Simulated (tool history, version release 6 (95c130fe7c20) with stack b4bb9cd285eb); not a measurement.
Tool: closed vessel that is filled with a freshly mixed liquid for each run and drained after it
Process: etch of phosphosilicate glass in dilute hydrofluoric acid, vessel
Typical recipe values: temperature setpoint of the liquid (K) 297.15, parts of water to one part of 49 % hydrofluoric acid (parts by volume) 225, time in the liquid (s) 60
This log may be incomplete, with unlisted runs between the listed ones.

run	hour	temperature setpoint of the liquid (K)	parts of water to one part of 49 % hydrofluoric acid (parts by volume)	time in the liquid (s)	wafers since the last listed run	hours since the thermometer was replaced	hours since the hydrofluoric acid flow meter was replaced	hours since the gauge calibration	read-back film thickness of the phosphosilicate glass reference wafer, read on the same gauge (nm)	thickness taken off the phosphosilicate glass on a monitor wafer (nm)
1	0.0	295.65	225	60	0	599.3	1681.2	53.9	79.98	20.38
2	20.7	295.65	225	60	1842	620.0	1701.9	74.6	80.02	20.38
3	34.1	294.15	225	60	1192	633.4	1715.3	88.0	79.99	19.40
4	46.8	297.15	225	60	1130	646.1	1728.0	100.7	79.99	21.70
5	69.3	297.15	225	60	2002	668.6	1750.5	123.2	79.99	21.75
6	92.5	297.15	225	60	2065	691.8	1773.7	146.4	80.03	21.49
7	111.5	297.15	225	60	1691	710.8	1792.7	165.4	79.98	21.27
8	128.8	297.15	225	60	1539	728.1	1810.0	182.7	79.96	21.41
9	142.1	297.15	225	60	1183	741.4	1823.3	196.0	80.03	21.77
10	176.0	297.15	225	60	3017	775.3	1857.2	229.9	80.01	21.46
11	205.4	297.15	225	60	2617	804.7	1886.6	259.3	80.01	21.39
12	229.9	297.15	225	60	2180	829.2	1911.1	283.8	79.94	21.29
# hour 231.5: thermometer replaced
13	249.3	301.15	225	60	1637	17.8	1930.5	303.2	79.99	24.15
14	276.6	301.15	225	60	2430	45.1	1957.8	330.5	79.96	24.22
15	300.5	297.15	225	60	2127	69.0	1981.7	354.4	79.98	20.90
16	318.8	297.15	265	60	1628	87.3	2000.0	372.7	80.01	16.94
# hour 339.1: hydrofluoric acid flow meter replaced
17	348.7	297.15	225	60	2572	117.2	9.6	402.6	79.98	24.41
18	380.8	301.65	145	60	2857	149.3	41.7	434.7	80.00	49.12
19	400.2	297.15	225	60	1726	168.7	61.1	454.1	79.99	24.57
# hour 405.1: gauge calibrated
20	419.4	297.15	225	60	1709	187.9	80.3	14.3	79.99	24.29
21	449.3	297.15	315	30	2661	217.8	110.2	44.2	79.98	7.93
22	470.5	301.15	130	60	1887	239.0	131.4	65.4	79.98	53.80
23	578.4	301.65	330	60	9604	346.9	239.3	173.3	80.04	17.13
24	617.3	294.15	225	60	3462	385.8	278.2	212.2	79.96	21.42
25	651.3	295.15	225	85	3026	419.8	312.2	246.2	79.99	31.58
26	670.2	295.65	310	70	1682	438.7	331.1	265.1	79.98	17.56
27	697.0	292.15	140	35	2385	465.5	357.9	291.9	79.98	20.16
28	713.7	297.15	300	60	1486	482.2	374.6	308.6	79.99	16.63
29	728.0	297.15	225	60	1272	496.5	388.9	322.9	80.02	24.02

Predict each of these 5 candidate next runs independently; none follows another, all start after run 29:
A	728.7	297.15	225	60	62	497.2	389.6	323.6	?	?
B	728.7	297.15	225	80	62	497.2	389.6	323.6	?	?
C	728.7	297.15	225	35	62	497.2	389.6	323.6	?	?
D	728.7	298.65	225	60	62	497.2	389.6	323.6	?	?
E	728.7	297.15	225	75	62	497.2	389.6	323.6	?	?

run	read-back film thickness of the phosphosilicate glass reference wafer, read on the same gauge (nm)	thickness taken off the phosphosilicate glass on a monitor wafer (nm)
A	80.04	23.88
B	80.04	31.84
C	80.04	13.93
D	80.04	25.20
E	80.04	29.85
The same runs, with their run-to-run variation unchanged, on a tool lacking any hidden condition would have given:
run	thickness taken off the phosphosilicate glass on a monitor wafer (nm)
A	24.58
B	32.78
C	14.34
D	25.95
E	30.73

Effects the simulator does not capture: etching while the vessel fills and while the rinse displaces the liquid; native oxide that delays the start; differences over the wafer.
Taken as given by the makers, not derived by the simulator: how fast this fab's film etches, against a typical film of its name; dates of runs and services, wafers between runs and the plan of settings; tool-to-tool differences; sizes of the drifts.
